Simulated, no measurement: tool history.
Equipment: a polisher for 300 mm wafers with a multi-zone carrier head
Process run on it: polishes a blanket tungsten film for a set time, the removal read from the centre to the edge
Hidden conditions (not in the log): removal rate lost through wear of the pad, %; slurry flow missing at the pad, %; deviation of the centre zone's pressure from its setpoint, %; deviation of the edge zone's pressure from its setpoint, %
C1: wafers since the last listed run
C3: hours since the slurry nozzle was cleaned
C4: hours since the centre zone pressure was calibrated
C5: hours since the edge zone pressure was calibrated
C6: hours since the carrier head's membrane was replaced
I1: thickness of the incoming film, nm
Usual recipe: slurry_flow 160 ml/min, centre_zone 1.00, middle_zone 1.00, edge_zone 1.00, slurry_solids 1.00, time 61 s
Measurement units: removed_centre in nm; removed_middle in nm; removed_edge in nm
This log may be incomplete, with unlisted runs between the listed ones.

run 1 hour=0.0 | slurry_flow=160 centre_zone=1.10 middle_zone=1.00 edge_zone=1.11 slurry_solids=0.85 time=43 | C1=0 wafers_polished_on_this_pad=2818 C3=395.8 C4=1173.1 C5=74.8 C6=27.9 | I1=1277.4 | removed_centre=177.7 removed_middle=165.3 removed_edge=176.5
run 2 hour=31.7 | slurry_flow=160 centre_zone=1.00 middle_zone=1.07 edge_zone=1.06 slurry_solids=1.25 time=67 | C1=473 wafers_polished_on_this_pad=3292 C3=427.5 C4=1204.8 C5=106.5 C6=59.6 | I1=1275.8 | removed_centre=278.5 removed_middle=304.7 removed_edge=294.5
-- hour=40.8 centre zone pressure recalibrated
-- hour=43.3 worn pad replaced by a new one
run 3 hour=58.5 | slurry_flow=160 centre_zone=1.00 middle_zone=1.00 edge_zone=1.00 slurry_solids=1.00 time=61 | C1=333 wafers_polished_on_this_pad=227 C3=454.3 C4=17.7 C5=133.3 C6=86.4 | I1=1271.0 | removed_centre=240.1 removed_middle=240.6 removed_edge=244.0
run 4 hour=84.4 | slurry_flow=160 centre_zone=1.00 middle_zone=1.00 edge_zone=1.00 slurry_solids=1.00 time=61 | C1=386 wafers_polished_on_this_pad=614 C3=480.2 C4=43.6 C5=159.2 C6=112.3 | I1=1290.8 | removed_centre=237.2 removed_middle=249.7 removed_edge=247.3
run 5 hour=103.7 | slurry_flow=160 centre_zone=1.00 middle_zone=1.10 edge_zone=1.00 slurry_solids=1.00 time=61 | C1=288 wafers_polished_on_this_pad=903 C3=499.5 C4=62.9 C5=178.5 C6=131.6 | I1=1270.7 | removed_centre=242.0 removed_middle=258.3 removed_edge=245.0
run 6 hour=124.6 | slurry_flow=160 centre_zone=1.00 middle_zone=1.00 edge_zone=0.97 slurry_solids=1.00 time=61 | C1=312 wafers_polished_on_this_pad=1215 C3=520.4 C4=83.8 C5=199.4 C6=152.5 | I1=1272.0 | removed_centre=238.7 removed_middle=242.3 removed_edge=241.1
run 7 hour=136.8 | slurry_flow=160 centre_zone=1.07 middle_zone=1.00 edge_zone=0.88 slurry_solids=1.00 time=61 | C1=182 wafers_polished_on_this_pad=1397 C3=532.6 C4=96.0 C5=211.6 C6=164.7 | I1=1288.5 | removed_centre=247.5 removed_middle=244.1 removed_edge=229.6
run 8 hour=167.0 | slurry_flow=160 centre_zone=0.90 middle_zone=1.00 edge_zone=1.00 slurry_solids=1.00 time=61 | C1=451 wafers_polished_on_this_pad=1848 C3=562.8 C4=126.2 C5=241.8 C6=194.9 | I1=1293.9 | removed_centre=216.4 removed_middle=235.0 removed_edge=246.3
run 9 hour=186.5 | slurry_flow=160 centre_zone=1.00 middle_zone=1.00 edge_zone=1.00 slurry_solids=1.00 time=61 | C1=291 wafers_polished_on_this_pad=2140 C3=582.3 C4=145.7 C5=261.3 C6=214.4 | I1=1280.6 | removed_centre=239.9 removed_middle=236.2 removed_edge=247.2
run 10 hour=206.9 | slurry_flow=160 centre_zone=1.00 middle_zone=1.00 edge_zone=1.00 slurry_solids=1.00 time=61 | C1=304 wafers_polished_on_this_pad=2444 C3=602.7 C4=166.1 C5=281.7 C6=234.8 | I1=1261.5 | removed_centre=230.5 removed_middle=237.3 removed_edge=241.8
run 11 hour=228.6 | slurry_flow=160 centre_zone=1.00 middle_zone=1.08 edge_zone=0.90 slurry_solids=1.00 time=61 | C1=324 wafers_polished_on_this_pad=2769 C3=624.4 C4=187.8 C5=303.4 C6=256.5 | I1=1301.7 | removed_centre=232.2 removed_middle=253.3 removed_edge=227.7
run 12 hour=245.5 | slurry_flow=160 centre_zone=1.08 middle_zone=1.00 edge_zone=1.00 slurry_solids=0.90 time=61 | C1=252 wafers_polished_on_this_pad=3021 C3=641.3 C4=204.7 C5=320.3 C6=273.4 | I1=1303.2 | removed_centre=242.6 removed_middle=230.1 removed_edge=240.1
-- hour=260.8 worn pad replaced by a new one
-- hour=269.0 slurry nozzle cleaned
run 13 hour=280.3 | slurry_flow=215 centre_zone=1.00 middle_zone=1.00 edge_zone=1.11 slurry_solids=0.90 time=43 | C1=445 wafers_polished_on_this_pad=276 C3=11.3 C4=239.5 C5=355.1 C6=308.2 | I1=1265.8 | removed_centre=179.7 removed_middle=177.9 removed_edge=188.2
-- hour=294.0 edge zone pressure recalibrated
run 14 hour=304.6 | slurry_flow=160 centre_zone=1.00 middle_zone=1.00 edge_zone=1.00 slurry_solids=1.00 time=61 | C1=333 wafers_polished_on_this_pad=609 C3=35.6 C4=263.8 C5=10.6 C6=332.5 | I1=1281.6 | removed_centre=249.3 removed_middle=254.9 removed_edge=253.9
run 15 hour=322.6 | slurry_flow=160 centre_zone=0.91 middle_zone=1.00 edge_zone=1.00 slurry_solids=1.00 time=61 | C1=268 wafers_polished_on_this_pad=878 C3=53.6 C4=281.8 C5=28.6 C6=350.5 | I1=1282.5 | removed_centre=225.0 removed_middle=254.9 removed_edge=251.6
run 16 hour=341.0 | slurry_flow=160 centre_zone=1.00 middle_zone=1.00 edge_zone=1.11 slurry_solids=1.00 time=61 | C1=274 wafers_polished_on_this_pad=1153 C3=72.0 C4=300.2 C5=47.0 C6=368.9 | I1=1277.0 | removed_centre=239.9 removed_middle=250.4 removed_edge=260.3
run 17 hour=403.3 | slurry_flow=160 centre_zone=1.00 middle_zone=1.00 edge_zone=1.00 slurry_solids=1.00 time=61 | C1=930 wafers_polished_on_this_pad=2084 C3=134.3 C4=362.5 C5=109.3 C6=431.2 | I1=1291.3 | removed_centre=247.6 removed_middle=247.8 removed_edge=245.1
run 18 hour=427.6 | slurry_flow=115 centre_zone=0.94 middle_zone=1.00 edge_zone=1.00 slurry_solids=1.10 time=61 | C1=363 wafers_polished_on_this_pad=2447 C3=158.6 C4=386.8 C5=133.6 C6=455.5 | I1=1275.7 | removed_centre=219.9 removed_middle=237.7 removed_edge=243.6
-- hour=454.2 worn pad replaced by a new one
run 19 hour=456.8 | slurry_flow=160 centre_zone=1.00 middle_zone=1.00 edge_zone=1.00 slurry_solids=1.25 time=61 | C1=376 wafers_polished_on_this_pad=39 C3=187.8 C4=416.0 C5=162.8 C6=484.7 | I1=1276.3 | removed_centre=260.8 removed_middle=257.3 removed_edge=268.4

Run 20, settings as shown, results not yet in. Your forecast:
run 20 hour=492.4 | slurry_flow=160 centre_zone=0.94 middle_zone=1.00 edge_zone=1.00 slurry_solids=0.85 time=61 | C1=531 wafers_polished_on_this_pad=571 C3=223.4 C4=451.6 C5=198.4 C6=520.3 | I1=1294.7 | removed_centre=? removed_middle=? removed_edge=?

removed_centre: 226.3 nm
removed_middle: 232.7 nm
removed_edge: 234.1 nm
Had the tool carried no hidden state, the very same run would have given removed_centre 237.0 nm, removed_middle 242.3 nm, removed_edge 241.0 nm.

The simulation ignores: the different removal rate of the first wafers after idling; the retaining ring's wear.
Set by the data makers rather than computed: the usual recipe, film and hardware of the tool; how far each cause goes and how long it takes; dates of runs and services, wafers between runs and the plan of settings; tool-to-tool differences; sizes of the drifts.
